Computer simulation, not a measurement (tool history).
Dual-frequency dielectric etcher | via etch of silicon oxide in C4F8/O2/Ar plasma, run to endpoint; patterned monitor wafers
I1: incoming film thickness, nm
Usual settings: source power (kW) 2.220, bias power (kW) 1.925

{"run": 1, "hour": 0.0, "source power (kW)": 2.4, "bias power (kW)": 1.665, "I1": 1244.3, "endpoint time (s)": 272.0}
{"hour": 33.7, "done": "wet clean of the chamber"}
{"run": 2, "hour": 45.4, "source power (kW)": 2.66, "bias power (kW)": 1.925, "I1": 1245.4, "endpoint time (s)": 233.6}
{"run": 3, "hour": 83.8, "source power (kW)": 2.66, "bias power (kW)": 1.925, "I1": 1242.3, "endpoint time (s)": 237.0}
{"run": 4, "hour": 153.0, "source power (kW)": 2.66, "bias power (kW)": 1.925, "I1": 1238.1, "endpoint time (s)": 236.5}
{"run": 5, "hour": 214.6, "source power (kW)": 2.22, "bias power (kW)": 1.925, "I1": 1245.7, "endpoint time (s)": 269.5}
{"run": 6, "hour": 261.8, "source power (kW)": 2.22, "bias power (kW)": 1.925, "I1": 1228.6, "endpoint time (s)": 262.4}
{"run": 7, "hour": 307.3, "source power (kW)": 2.22, "bias power (kW)": 1.925, "I1": 1241.8, "endpoint time (s)": 268.3}
{"run": 8, "hour": 365.6, "source power (kW)": 2.44, "bias power (kW)": 1.925, "I1": 1256.3, "endpoint time (s)": 254.7}
{"run": 9, "hour": 422.2, "source power (kW)": 1.76, "bias power (kW)": 1.725, "I1": 1241.8, "endpoint time (s)": 328.2}
{"hour": 463.9, "done": "upper electrode replaced"}
{"run": 10, "hour": 508.6, "source power (kW)": 2.39, "bias power (kW)": 2.088, "I1": 1254.1, "endpoint time (s)": 254.6}
{"hour": 569.0, "done": "bias power generator calibrated"}
{"hour": 576.9, "done": "wet clean of the chamber"}
{"run": 11, "hour": 577.4, "source power (kW)": 2.22, "bias power (kW)": 1.684, "I1": 1246.6, "endpoint time (s)": 268.3}
{"hour": 594.8, "done": "source power generator calibrated"}
{"run": 12, "hour": 611.7, "source power (kW)": 2.22, "bias power (kW)": 1.925, "I1": 1244.3, "endpoint time (s)": 257.7}
{"run": 13, "hour": 717.6, "source power (kW)": 2.22, "bias power (kW)": 1.925, "I1": 1246.0, "endpoint time (s)": 263.2}
{"run": 14, "hour": 773.6, "source power (kW)": 2.22, "bias power (kW)": 2.189, "I1": 1241.7, "endpoint time (s)": 254.4}
{"run": 15, "hour": 853.4, "source power (kW)": 1.98, "bias power (kW)": 1.649, "I1": 1252.1, "endpoint time (s)": 303.3}
{"run": 16, "hour": 919.9, "source power (kW)": 1.91, "bias power (kW)": 2.279, "I1": 1233.8, "endpoint time (s)": 279.5}

3 ways to go on from here, each from the tool as it stands after run 16. What would each give?
{"run": "A", "hour": 920.4, "source power (kW)": 2.22, "bias power (kW)": 1.925, "I1": 1245.0, "endpoint time (s)": "?"}
{"run": "B", "hour": 920.4, "source power (kW)": 2.52, "bias power (kW)": 2.129, "I1": 1245.0, "endpoint time (s)": "?"}
{"run": "C", "hour": 920.4, "source power (kW)": 1.7, "bias power (kW)": 1.925, "I1": 1245.0, "endpoint time (s)": "?"}

run=A endpoint_time_(s)=265.4
run=B endpoint_time_(s)=238.0
run=C endpoint_time_(s)=320.2
Without the tool's hidden state the same runs would have given:
run=A endpoint_time_(s)=259.5
run=B endpoint_time_(s)=232.7
run=C endpoint_time_(s)=313.1
